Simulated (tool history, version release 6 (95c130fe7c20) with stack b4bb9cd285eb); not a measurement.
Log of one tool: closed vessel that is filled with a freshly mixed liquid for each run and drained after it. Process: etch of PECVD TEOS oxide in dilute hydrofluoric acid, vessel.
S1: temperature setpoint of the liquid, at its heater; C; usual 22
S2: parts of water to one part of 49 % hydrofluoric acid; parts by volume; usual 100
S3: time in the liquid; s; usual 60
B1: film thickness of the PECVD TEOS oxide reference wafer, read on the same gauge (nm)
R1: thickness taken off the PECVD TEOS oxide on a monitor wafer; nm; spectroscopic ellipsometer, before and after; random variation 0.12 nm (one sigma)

run 1 hour=0 | S1=22 S2=100 S3=60 | B1=80.01 | R1=13.96
run 2 hour=60.7 | S1=22 S2=100 S3=60 | B1=79.99 | R1=13.88
run 3 hour=122.5 | S1=22 S2=100 S3=60 | B1=79.99 | R1=13.77
run 4 hour=189.5 | S1=22 S2=100 S3=60 | B1=80.01 | R1=14.02
run 5 hour=248.8 | S1=22 S2=100 S3=60 | B1=80.01 | R1=13.74
run 6 hour=316.1 | S1=22 S2=100 S3=60 | B1=79.99 | R1=13.76
run 7 hour=374.3 | S1=22 S2=100 S3=60 | B1=80.01 | R1=13.84
run 8 hour=402.5 | S1=22 S2=100 S3=60 | B1=80.01 | R1=13.99
run 9 hour=437 | S1=22 S2=100 S3=60 | B1=79.99 | R1=13.89
run 10 hour=470.1 | S1=22 S2=100 S3=60 | B1=80.01 | R1=13.75
run 11 hour=504.8 | S1=25.5 S2=100 S3=60 | B1=79.99 | R1=15.9
run 12 hour=534.3 | S1=25.5 S2=100 S3=60 | B1=80 | R1=16.11
run 13 hour=563.9 | S1=22 S2=80 S3=85 | B1=80.02 | R1=24.86
run 14 hour=590 | S1=22 S2=50 S3=50 | B1=79.98 | R1=24.18
run 15 hour=654.7 | S1=22 S2=100 S3=60 | B1=80.01 | R1=13.94
run 16 hour=725.8 | S1=22 S2=50 S3=50 | B1=80 | R1=24.52
run 17 hour=873.6 | S1=24.5 S2=100 S3=50 | B1=80 | R1=12.85
run 18 hour=924.4 | S1=22 S2=120 S3=30 | B1=80.01 | R1=5.58
run 19 hour=948.9 | S1=17 S2=75 S3=40 | B1=79.99 | R1=10.19
run 20 hour=999.4 | S1=22 S2=100 S3=45 | B1=80.01 | R1=10.26
run 21 hour=1061.1 | S1=22 S2=120 S3=30 | B1=80.02 | R1=5.68
run 22 hour=1117.5 | S1=17 S2=75 S3=40 | B1=80 | R1=10.28
run 23 hour=1168.1 | S1=19.5 S2=140 S3=95 | B1=80.03 | R1=13.51
run 24 hour=1234.4 | S1=22 S2=100 S3=60 | B1=80.02 | R1=13.94
run 25 hour=1305 | S1=22 S2=100 S3=60 | B1=80 | R1=14.08
run 26 hour=1376.2 | S1=26.5 S2=100 S3=40 | B1=80.03 | R1=11.05
run 27 hour=1434.2 | S1=17 S2=50 S3=60 | B1=80 | R1=23.86
run 28 hour=1463 | S1=22 S2=100 S3=60 | B1=79.98 | R1=13.91
run 29 hour=1491.7 | S1=18.5 S2=130 S3=35 | B1=80.02 | R1=5.25
run 30 hour=1537.7 | S1=22 S2=100 S3=60 | B1=80.01 | R1=13.9
run 31 hour=1580.5 | S1=18.5 S2=140 S3=50 | B1=80.01 | R1=6.93
run 32 hour=1636.9 | S1=19.5 S2=140 S3=85 | B1=79.98 | R1=12.09
run 33 hour=1671.4 | S1=20.5 S2=100 S3=30 | B1=79.98 | R1=6.51

Taken out of this log: 5 entries between the listed runs. Where each belongs, and how the hidden state differs across it:
Between runs 2 and 3: hydrofluoric acid flow meter replaced (hour 102.2)
  no hidden state differs between the two runs
Between runs 15 and 16: hydrofluoric acid flow meter replaced (hour 698); thermometer replaced (hour 720.9)
  no hidden state differs between the two runs
Between runs 19 and 20: gauge calibrated (hour 962.2)
  no hidden state differs between the two runs
Between runs 24 and 25: hydrofluoric acid flow meter replaced (hour 1259)
  no hidden state differs between the two runs

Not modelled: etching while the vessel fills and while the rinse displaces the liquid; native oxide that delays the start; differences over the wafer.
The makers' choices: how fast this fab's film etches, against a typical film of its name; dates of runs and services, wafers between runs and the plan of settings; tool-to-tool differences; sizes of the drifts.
